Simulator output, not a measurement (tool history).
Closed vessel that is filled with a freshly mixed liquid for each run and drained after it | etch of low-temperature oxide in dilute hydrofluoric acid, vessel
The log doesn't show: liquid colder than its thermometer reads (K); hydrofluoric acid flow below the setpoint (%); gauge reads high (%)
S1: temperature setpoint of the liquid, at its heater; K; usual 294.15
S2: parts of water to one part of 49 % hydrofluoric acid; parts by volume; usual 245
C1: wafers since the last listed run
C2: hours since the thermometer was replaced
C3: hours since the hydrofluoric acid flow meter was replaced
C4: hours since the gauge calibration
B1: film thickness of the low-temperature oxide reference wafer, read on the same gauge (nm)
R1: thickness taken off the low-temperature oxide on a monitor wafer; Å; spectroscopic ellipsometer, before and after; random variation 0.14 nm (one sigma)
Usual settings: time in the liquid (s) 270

run 1 day=0 | S1=294.15 S2=245 time_in_the_liquid_(s)=200 | C1=0 C2=1773.8 C3=50.9 C4=1316 | B1=120 | R1=128.7
run 2 day=12.421 | S1=291.15 S2=245 time_in_the_liquid_(s)=270 | C1=30047 C2=2071.9 C3=349 C4=1614.1 | B1=120 | R1=154.8
run 3 day=15.771 | S1=294.15 S2=330 time_in_the_liquid_(s)=270 | C1=8104 C2=2152.3 C3=429.4 C4=1694.5 | B1=120.01 | R1=116.7
-- day=17.225 hydrofluoric acid flow meter replaced, repeated, since the last time left the tool worse
run 4 day=19.371 | S1=294.15 S2=330 time_in_the_liquid_(s)=270 | C1=8607 C2=2238.7 C3=51.5 C4=1780.9 | B1=119.99 | R1=134.1
run 5 day=23.462 | S1=294.15 S2=330 time_in_the_liquid_(s)=270 | C1=9898 C2=2336.9 C3=149.7 C4=1879.1 | B1=120.07 | R1=134.9
run 6 day=26.212 | S1=294.15 S2=245 time_in_the_liquid_(s)=175 | C1=6652 C2=2402.9 C3=215.7 C4=1945.1 | B1=120 | R1=128.2
run 7 day=29.692 | S1=294.15 S2=220 time_in_the_liquid_(s)=355 | C1=8416 C2=2486.4 C3=299.2 C4=2028.6 | B1=120.01 | R1=294.9
run 8 day=32.796 | S1=294.15 S2=245 time_in_the_liquid_(s)=270 | C1=7509 C2=2560.9 C3=373.7 C4=2103.1 | B1=120.02 | R1=195.6
run 9 day=36.275 | S1=294.15 S2=245 time_in_the_liquid_(s)=270 | C1=8416 C2=2644.4 C3=457.2 C4=2186.6 | B1=119.99 | R1=195.4
run 10 day=40.279 | S1=294.15 S2=135 time_in_the_liquid_(s)=130 | C1=9686 C2=2740.5 C3=553.3 C4=2282.7 | B1=119.96 | R1=191.5
-- day=43.242 thermometer replaced
run 11 day=43.342 | S1=290.15 S2=355 time_in_the_liquid_(s)=140 | C1=7307 C2=2.4 C3=626.8 C4=2356.2 | B1=119.96 | R1=54.7
run 12 day=47.488 | S1=291.15 S2=295 time_in_the_liquid_(s)=360 | C1=10029 C2=101.9 C3=726.3 C4=2455.7 | B1=120.01 | R1=182.9
-- day=50.017 gauge calibrated
run 13 day=51.175 | S1=297.15 S2=285 time_in_the_liquid_(s)=150 | C1=8920 C2=190.4 C3=814.8 C4=27.8 | B1=120.04 | R1=97.8
run 14 day=53.196 | S1=294.15 S2=245 time_in_the_liquid_(s)=270 | C1=4888 C2=238.9 C3=863.3 C4=76.3 | B1=119.98 | R1=189.2
run 15 day=57.471 | S1=294.15 S2=245 time_in_the_liquid_(s)=270 | C1=10341 C2=341.5 C3=965.9 C4=178.9 | B1=119.96 | R1=193
run 16 day=61.033 | S1=294.15 S2=245 time_in_the_liquid_(s)=270 | C1=8618 C2=427 C3=1051.4 C4=264.4 | B1=120.02 | R1=192.6
run 17 day=63.371 | S1=294.15 S2=245 time_in_the_liquid_(s)=270 | C1=5654 C2=483.1 C3=1107.5 C4=320.5 | B1=120.03 | R1=188.6
run 18 day=66.404 | S1=292.15 S2=245 time_in_the_liquid_(s)=335 | C1=7337 C2=555.9 C3=1180.3 C4=393.3 | B1=119.94 | R1=218.9
run 19 day=67.95 | S1=294.15 S2=135 time_in_the_liquid_(s)=270 | C1=3739 C2=593 C3=1217.4 C4=430.4 | B1=119.98 | R1=389.4
run 20 day=70.3 | S1=294.15 S2=325 time_in_the_liquid_(s)=270 | C1=5684 C2=649.4 C3=1273.8 C4=486.8 | B1=119.99 | R1=131.9

The next listed run, before its measurement:
run 21 day=73.242 | S1=294.15 S2=245 time_in_the_liquid_(s)=270 | C1=7116 C2=720 C3=1344.4 C4=557.4 | B1=? | R1=?

Run 21 gave B1 119.97, R1 187.5 Å.
Without the tool's hidden state the same run would have given R1 201.2 Å.
